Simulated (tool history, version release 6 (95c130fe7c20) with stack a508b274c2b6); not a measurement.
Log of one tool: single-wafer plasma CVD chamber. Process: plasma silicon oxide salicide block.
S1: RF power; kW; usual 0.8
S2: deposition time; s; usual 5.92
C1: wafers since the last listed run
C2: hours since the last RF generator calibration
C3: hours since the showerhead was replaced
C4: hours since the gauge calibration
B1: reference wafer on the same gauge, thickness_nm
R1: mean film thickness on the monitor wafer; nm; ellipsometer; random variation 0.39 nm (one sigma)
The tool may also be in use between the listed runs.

{"run": 1, "hour": 0.0, "S1": 0.8, "S2": 6.75, "C1": 0, "C2": 257.8, "C3": 2101.1, "C4": 1653.1, "B1": 71.08, "R1": 86.603}
{"run": 2, "hour": 226.5, "S1": 0.71, "S2": 5.92, "C1": 8757, "C2": 484.3, "C3": 2327.6, "C4": 1879.6, "B1": 70.906, "R1": 71.562}
{"run": 3, "hour": 334.4, "S1": 0.735, "S2": 5.4, "C1": 4171, "C2": 592.2, "C3": 2435.5, "C4": 1987.5, "B1": 70.826, "R1": 66.355}
{"run": 4, "hour": 420.4, "S1": 0.735, "S2": 5.4, "C1": 3324, "C2": 678.2, "C3": 2521.5, "C4": 2073.5, "B1": 70.927, "R1": 65.96}
{"run": 5, "hour": 471.2, "S1": 0.735, "S2": 5.4, "C1": 1964, "C2": 729, "C3": 2572.3, "C4": 2124.3, "B1": 70.837, "R1": 65.532}
{"run": 6, "hour": 566.6, "S1": 0.86, "S2": 5.92, "C1": 3688, "C2": 824.4, "C3": 2667.7, "C4": 2219.7, "B1": 70.873, "R1": 76.196}
{"run": 7, "hour": 663.9, "S1": 0.86, "S2": 5.92, "C1": 3761, "C2": 921.7, "C3": 2765, "C4": 2317, "B1": 71.024, "R1": 75.564}
{"run": 8, "hour": 755.4, "S1": 0.86, "S2": 5.92, "C1": 3537, "C2": 1013.2, "C3": 2856.5, "C4": 2408.5, "B1": 71.053, "R1": 75.488}
{"run": 9, "hour": 801.6, "S1": 0.8, "S2": 5.34, "C1": 1786, "C2": 1059.4, "C3": 2902.7, "C4": 2454.7, "B1": 70.966, "R1": 67.024}
{"run": 10, "hour": 844.7, "S1": 0.8, "S2": 5.34, "C1": 1666, "C2": 1102.5, "C3": 2945.8, "C4": 2497.8, "B1": 70.863, "R1": 67.194}
{"run": 11, "hour": 914.2, "S1": 0.8, "S2": 5.34, "C1": 2687, "C2": 1172, "C3": 3015.3, "C4": 2567.3, "B1": 70.958, "R1": 66.477}
{"run": 12, "hour": 968.2, "S1": 0.8, "S2": 5.92, "C1": 2087, "C2": 1226, "C3": 3069.3, "C4": 2621.3, "B1": 70.924, "R1": 73.704}
{"hour": 986.7, "done": "gauge calibrated"}
{"run": 13, "hour": 1014.6, "S1": 0.8, "S2": 5.92, "C1": 1793, "C2": 1272.4, "C3": 3115.7, "C4": 27.9, "B1": 70.875, "R1": 73.385}
{"run": 14, "hour": 1057.8, "S1": 0.8, "S2": 5.92, "C1": 1670, "C2": 1315.6, "C3": 3158.9, "C4": 71.1, "B1": 71.124, "R1": 73.32}
{"run": 15, "hour": 1130.0, "S1": 0.8, "S2": 5.92, "C1": 2791, "C2": 1387.8, "C3": 3231.1, "C4": 143.3, "B1": 71.008, "R1": 74.223}
{"run": 16, "hour": 1194.2, "S1": 0.8, "S2": 5.92, "C1": 2482, "C2": 1452, "C3": 3295.3, "C4": 207.5, "B1": 70.935, "R1": 73.817}
{"run": 17, "hour": 1233.1, "S1": 0.8, "S2": 6.63, "C1": 1503, "C2": 1490.9, "C3": 3334.2, "C4": 246.4, "B1": 71.163, "R1": 82.412}
{"run": 18, "hour": 1275.4, "S1": 0.92, "S2": 6.76, "C1": 1635, "C2": 1533.2, "C3": 3376.5, "C4": 288.7, "B1": 70.79, "R1": 89.128}
{"run": 19, "hour": 1314.3, "S1": 0.8, "S2": 5.92, "C1": 1503, "C2": 1572.1, "C3": 3415.4, "C4": 327.6, "B1": 71.017, "R1": 74.131}
{"run": 20, "hour": 1363.6, "S1": 0.85, "S2": 4.8, "C1": 1906, "C2": 1621.4, "C3": 3464.7, "C4": 376.9, "B1": 71.03, "R1": 61.049}
{"hour": 1434.2, "done": "showerhead replaced"}
{"run": 21, "hour": 1470.7, "S1": 0.8, "S2": 5.92, "C1": 3831, "C2": 1728.5, "C3": 36.5, "C4": 484, "B1": 71.185, "R1": 73.86}
{"run": 22, "hour": 1655.3, "S1": 0.645, "S2": 6.86, "C1": 7137, "C2": 1913.1, "C3": 221.1, "C4": 668.6, "B1": 70.925, "R1": 79.353}
{"run": 23, "hour": 1698.6, "S1": 0.8, "S2": 6.53, "C1": 1674, "C2": 1956.4, "C3": 264.4, "C4": 711.9, "B1": 70.907, "R1": 80.831}
{"hour": 1743.3, "done": "RF generator calibrated"}
{"run": 24, "hour": 1776.9, "S1": 0.895, "S2": 4.97, "C1": 2717, "C2": 33.6, "C3": 342.7, "C4": 790.2, "B1": 71.039, "R1": 65.403}
{"run": 25, "hour": 1881.6, "S1": 0.845, "S2": 6.77, "C1": 4047, "C2": 138.3, "C3": 447.4, "C4": 894.9, "B1": 70.876, "R1": 87.531}
{"run": 26, "hour": 1962.5, "S1": 0.645, "S2": 4.84, "C1": 3127, "C2": 219.2, "C3": 528.3, "C4": 975.8, "B1": 71.06, "R1": 56.479}
{"run": 27, "hour": 2015.3, "S1": 0.925, "S2": 4.89, "C1": 2041, "C2": 272, "C3": 581.1, "C4": 1028.6, "B1": 71.054, "R1": 64.676}
{"run": 28, "hour": 2059.1, "S1": 0.8, "S2": 6.81, "C1": 1693, "C2": 315.8, "C3": 624.9, "C4": 1072.4, "B1": 71.179, "R1": 85.193}
{"run": 29, "hour": 2111.0, "S1": 0.655, "S2": 7.1, "C1": 2006, "C2": 367.7, "C3": 676.8, "C4": 1124.3, "B1": 70.909, "R1": 83.467}
{"run": 30, "hour": 2209.5, "S1": 0.8, "S2": 5.92, "C1": 3808, "C2": 466.2, "C3": 775.3, "C4": 1222.8, "B1": 70.813, "R1": 74.228}
{"run": 31, "hour": 2268.5, "S1": 0.8, "S2": 5.47, "C1": 2281, "C2": 525.2, "C3": 834.3, "C4": 1281.8, "B1": 70.845, "R1": 68.302}
{"run": 32, "hour": 2309.4, "S1": 0.72, "S2": 5.22, "C1": 1581, "C2": 566.1, "C3": 875.2, "C4": 1322.7, "B1": 70.961, "R1": 62.809}
{"run": 33, "hour": 2352.1, "S1": 0.8, "S2": 5.92, "C1": 1650, "C2": 608.8, "C3": 917.9, "C4": 1365.4, "B1": 70.885, "R1": 74.236}
{"run": 34, "hour": 2399.4, "S1": 0.93, "S2": 5.92, "C1": 1828, "C2": 656.1, "C3": 965.2, "C4": 1412.7, "B1": 71.088, "R1": 77.449}
{"run": 35, "hour": 2486.3, "S1": 0.645, "S2": 6.86, "C1": 3359, "C2": 743, "C3": 1052.1, "C4": 1499.6, "B1": 71.063, "R1": 79.54}

5 ways to go on from here, each from the tool as it stands after run 35. What would each give?
{"run": "A", "hour": 2486.7, "S1": 0.8, "S2": 5.92, "C1": 15, "C2": 743.4, "C3": 1052.5, "C4": 1500, "B1": "?", "R1": "?"}
{"run": "B", "hour": 2486.7, "S1": 0.93, "S2": 5.39, "C1": 15, "C2": 743.4, "C3": 1052.5, "C4": 1500, "B1": "?", "R1": "?"}
{"run": "C", "hour": 2486.7, "S1": 0.89, "S2": 5.92, "C1": 15, "C2": 743.4, "C3": 1052.5, "C4": 1500, "B1": "?", "R1": "?"}
{"run": "D", "hour": 2486.7, "S1": 0.92, "S2": 5.41, "C1": 15, "C2": 743.4, "C3": 1052.5, "C4": 1500, "B1": "?", "R1": "?"}
{"run": "E", "hour": 2486.7, "S1": 0.9, "S2": 5.92, "C1": 15, "C2": 743.4, "C3": 1052.5, "C4": 1500, "B1": "?", "R1": "?"}

run=A B1=70.919 R1=73.57
run=B B1=70.919 R1=70.246
run=C B1=70.919 R1=76.093
run=D B1=70.919 R1=70.267
run=E B1=70.919 R1=76.361
Without the tool's hidden state the same runs would have given:
run=A R1=75.284
run=B R1=71.882
run=C R1=77.865
run=D R1=71.904
run=E R1=78.14

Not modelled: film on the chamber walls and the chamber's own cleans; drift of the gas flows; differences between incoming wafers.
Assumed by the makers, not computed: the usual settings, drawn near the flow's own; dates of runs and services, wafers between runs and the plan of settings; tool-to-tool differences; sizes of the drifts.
